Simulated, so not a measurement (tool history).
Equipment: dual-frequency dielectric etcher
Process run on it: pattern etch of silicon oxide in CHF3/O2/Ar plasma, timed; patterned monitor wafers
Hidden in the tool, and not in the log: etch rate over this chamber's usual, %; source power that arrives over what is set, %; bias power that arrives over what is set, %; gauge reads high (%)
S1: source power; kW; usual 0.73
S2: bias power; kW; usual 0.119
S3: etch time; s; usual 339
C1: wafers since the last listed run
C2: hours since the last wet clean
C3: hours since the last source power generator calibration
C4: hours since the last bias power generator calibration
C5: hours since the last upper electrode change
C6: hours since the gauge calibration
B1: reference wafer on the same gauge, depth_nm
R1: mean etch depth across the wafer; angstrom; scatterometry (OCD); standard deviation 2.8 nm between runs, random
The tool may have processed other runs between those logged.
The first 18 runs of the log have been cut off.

run    hour    S1     S2     S3   C1     C2     C3     C4     C5     C6     B1    R1
 19  1024.6  0.73  0.119    339  182  255.9  320.7  186.2   45.8     49    664  6055
 20  1050.5  0.66  0.146  287.5  118  281.8  346.6  212.1   71.7   74.9    664  5441
 21  1078.8  0.66  0.119    419  129  310.1  374.9  240.4    100  103.2  663.5  7172
 22    1121  0.66   0.09    339  193  352.3  417.1  282.6  142.2  145.4  664.8  5079
 23  1155.5  0.87  0.104    238  158  386.8  451.6  317.1  176.7  179.9    664  4376
 24  1221.2  0.73  0.119    339  301  452.5  517.3  382.8  242.4  245.6  663.4  6100
 25  1288.3  0.73  0.101    339  307  519.6  584.4  449.9  309.5  312.7  664.4  5621
     1313.3  -- wet clean of the chamber
 26  1316.1  0.73  0.119  414.5   17    2.8  612.2  477.7  337.3  340.5    665  7543
 27  1361.7  0.73  0.111    285  209   48.4  657.8  523.3  382.9  386.1  664.4  4986
 28  1422.2  0.67  0.119    405  277  108.9  718.3  583.8  443.4  446.6  663.2  7031
 29  1461.8  0.78  0.119  300.5  181  148.5  757.9  623.4    483  486.2  663.1  5651
 30  1516.9  0.73  0.119    339  252  203.6    813  678.5  538.1  541.3  663.8  6142
 31  1574.7  0.73  0.119    312  265  261.4  870.8  736.3  595.9  599.1  663.2  5642

Forecast each of these 3 alternatives for the next run:
  A  1575.2  0.73  0.119  281.5   2  261.9  871.3  736.8  596.4  599.6   ?   ?
  B  1575.2  0.73  0.119  270.5   2  261.9  871.3  736.8  596.4  599.6   ?   ?
  C  1575.2  0.73  0.089    307   2  261.9  871.3  736.8  596.4  599.6   ?   ?

run     B1    R1
  A  663.6  5089
  B  663.6  4890
  C  663.6  4837
Take away the tool's hidden state, keep each run's random variation, and the runs would have read:
run    R1
  A  5086
  B  4887
  C  4834
